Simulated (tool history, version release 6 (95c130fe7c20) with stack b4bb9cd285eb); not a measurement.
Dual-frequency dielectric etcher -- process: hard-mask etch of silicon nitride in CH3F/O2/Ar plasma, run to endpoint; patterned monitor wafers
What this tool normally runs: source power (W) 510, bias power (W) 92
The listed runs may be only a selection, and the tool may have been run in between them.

| run | hour | source power (W) | bias power (W) | wafers since the last listed run | hours since the last wet clean | hours since the last source power generator calibration | hours since the last bias power generator calibration | hours since the last upper electrode change | incoming incoming film thickness, nm | endpoint time (s) |
|---|---|---|---|---|---|---|---|---|---|---|
| 1 | 0 | 510 | 97 | 0 | 370.3 | 4229.4 | 4415.5 | 2089.7 | 43.34 | 51.8 |
| 2 | 31.2 | 510 | 97 | 259 | 401.5 | 4260.6 | 4446.7 | 2120.9 | 43.61 | 52.5 |
| 3 | 64.7 | 510 | 97 | 278 | 435 | 4294.1 | 4480.2 | 2154.4 | 43.61 | 51.4 |
| 4 | 97 | 510 | 92 | 268 | 467.3 | 4326.4 | 4512.5 | 2186.7 | 43.35 | 51.9 |
| 5 | 120.8 | 510 | 92 | 197 | 491.1 | 4350.2 | 4536.3 | 2210.5 | 43.71 | 52.3 |
|  | 153.3 | wet clean of the chamber |
| 6 | 153.8 | 510 | 92 | 74 | 0.5 | 4383.2 | 4569.3 | 2243.5 | 43.48 | 53.6 |
| 7 | 159.3 | 510 | 104 | 45 | 6 | 4388.7 | 4574.8 | 2249 | 43.41 | 52 |
| 8 | 171.8 | 510 | 97 | 103 | 18.5 | 4401.2 | 4587.3 | 2261.5 | 43.38 | 53.2 |
| 9 | 198.8 | 390 | 111 | 224 | 45.5 | 4428.2 | 4614.3 | 2288.5 | 43.09 | 55.7 |
|  | 211.1 | bias power generator calibrated |
|  | 213.3 | source power generator calibrated |
| 10 | 228 | 630 | 79 | 191 | 74.7 | 14.7 | 16.9 | 2317.7 | 43.28 | 50.8 |
| 11 | 241 | 510 | 97 | 108 | 87.7 | 27.7 | 29.9 | 2330.7 | 43.1 | 52.3 |
|  | 269.9 | upper electrode replaced |
| 12 | 270.4 | 630 | 92 | 44 | 117.1 | 57.1 | 59.3 | 0.5 | 43.65 | 49.6 |
| 13 | 301 | 400 | 113 | 254 | 147.7 | 87.7 | 89.9 | 31.1 | 43.55 | 55.1 |
| 14 | 319.7 | 510 | 92 | 155 | 166.4 | 106.4 | 108.6 | 49.8 | 43.26 | 52.6 |
| 15 | 347.1 | 510 | 108 | 227 | 193.8 | 133.8 | 136 | 77.2 | 43.13 | 50.1 |

Consider 3 possible next runs. They are alternatives, not a sequence: every one starts from the tool as it was left by run 15. What does each give?
| A | 347.5 | 510 | 92 | 3 | 194.2 | 134.2 | 136.4 | 77.6 | 42.67 | ? |
| B | 347.5 | 590 | 77 | 3 | 194.2 | 134.2 | 136.4 | 77.6 | 42.67 | ? |
| C | 347.5 | 440 | 92 | 3 | 194.2 | 134.2 | 136.4 | 77.6 | 42.67 | ? |

| run | endpoint time (s) |
|---|---|
| A | 51.9 |
| B | 51.4 |
| C | 54.8 |
The same runs, with their run-to-run variation unchanged, on a tool lacking any hidden condition would have given:
| run | endpoint time (s) |
|---|---|
| A | 52.8 |
| B | 52.3 |
| C | 55.8 |
